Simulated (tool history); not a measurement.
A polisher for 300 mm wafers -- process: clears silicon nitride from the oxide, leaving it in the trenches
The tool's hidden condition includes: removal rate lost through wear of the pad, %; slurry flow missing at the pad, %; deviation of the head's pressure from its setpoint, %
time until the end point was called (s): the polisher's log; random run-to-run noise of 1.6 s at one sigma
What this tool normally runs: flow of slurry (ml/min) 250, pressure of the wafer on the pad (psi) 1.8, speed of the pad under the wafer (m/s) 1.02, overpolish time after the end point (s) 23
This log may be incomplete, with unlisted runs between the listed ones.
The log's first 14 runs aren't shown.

| run | day | flow of slurry (ml/min) | pressure of the wafer on the pad (psi) | speed of the pad under the wafer (m/s) | overpolish time after the end point (s) | wafers since the last listed run | wafers polished on this pad | hours since the slurry nozzle was cleaned | hours since the head pressure was calibrated | incoming thickness of the incoming film, nm | time until the end point was called (s) |
|---|---|---|---|---|---|---|---|---|---|---|---|
| 15 | 15.796 | 250 | 1.8 | 1.02 | 23 | 96 | 99 | 350.3 | 505.3 | 79.6 | 138.8 |
| 16 | 18.771 | 180 | 2.3 | 1.26 | 23 | 500 | 600 | 421.7 | 576.7 | 79.5 | 94 |
| 17 | 20.179 | 320 | 1.8 | 1.2 | 23 | 237 | 837 | 455.5 | 610.5 | 79.8 | 120.5 |
| 18 | 21.45 | 215 | 1.8 | 1.12 | 23 | 213 | 1051 | 486 | 641 | 81.1 | 130.8 |
| 19 | 22.3 | 250 | 1.8 | 1.38 | 34 | 143 | 1194 | 506.4 | 661.4 | 80.2 | 110.6 |
| 20 | 23.667 | 250 | 1.8 | 1.02 | 32 | 230 | 1424 | 539.2 | 694.2 | 79.6 | 135.4 |
|  | 25.183 | worn pad replaced by a new one |
| 21 | 25.204 | 250 | 1.8 | 1.02 | 23 | 230 | 3 | 576.1 | 731.1 | 80.4 | 135.4 |
| 22 | 25.575 | 250 | 1.8 | 1.02 | 23 | 62 | 65 | 585 | 740 | 79.7 | 135.5 |
| 23 | 26.825 | 250 | 2.3 | 1.02 | 17 | 210 | 276 | 615 | 770 | 79.6 | 105.8 |
| 24 | 27.858 | 250 | 1.8 | 0.72 | 17 | 174 | 450 | 639.8 | 794.8 | 80.5 | 166.6 |
|  | 29.1 | head pressure recalibrated |
| 25 | 29.342 | 250 | 1.8 | 0.78 | 23 | 235 | 686 | 675.4 | 5.8 | 80.4 | 172.5 |
| 26 | 30.104 | 250 | 1.8 | 1.02 | 23 | 128 | 814 | 693.7 | 24.1 | 80.5 | 148 |
| 27 | 31.262 | 250 | 2.2 | 1.02 | 23 | 195 | 1009 | 721.5 | 51.9 | 80.1 | 117.2 |
|  | 32.296 | slurry nozzle cleaned |
| 28 | 32.612 | 250 | 1.8 | 1.02 | 23 | 220 | 1229 | 7.6 | 84.3 | 79.9 | 143.6 |
| 29 | 33.112 | 170 | 1.8 | 1.24 | 9 | 84 | 1313 | 19.6 | 96.3 | 81.7 | 132.6 |
| 30 | 34.3 | 250 | 1.8 | 1.02 | 32 | 199 | 1513 | 48.1 | 124.8 | 80.8 | 142.4 |
| 31 | 35.717 | 250 | 1.8 | 1.02 | 23 | 238 | 1752 | 82.1 | 158.8 | 78.6 | 138.4 |

Estimate the outcome of run 32 from the log above:
|  | 36.642 | worn pad replaced by a new one |
| 32 | 37.138 | 250 | 2.1 | 1.02 | 17 | 211 | 83 | 116.2 | 192.9 | 78.9 | ? |

time until the end point was called (s): 120.6
With the hidden condition absent and the run-to-run variation left alone, this run would have shown time until the end point was called (s) 124.2.
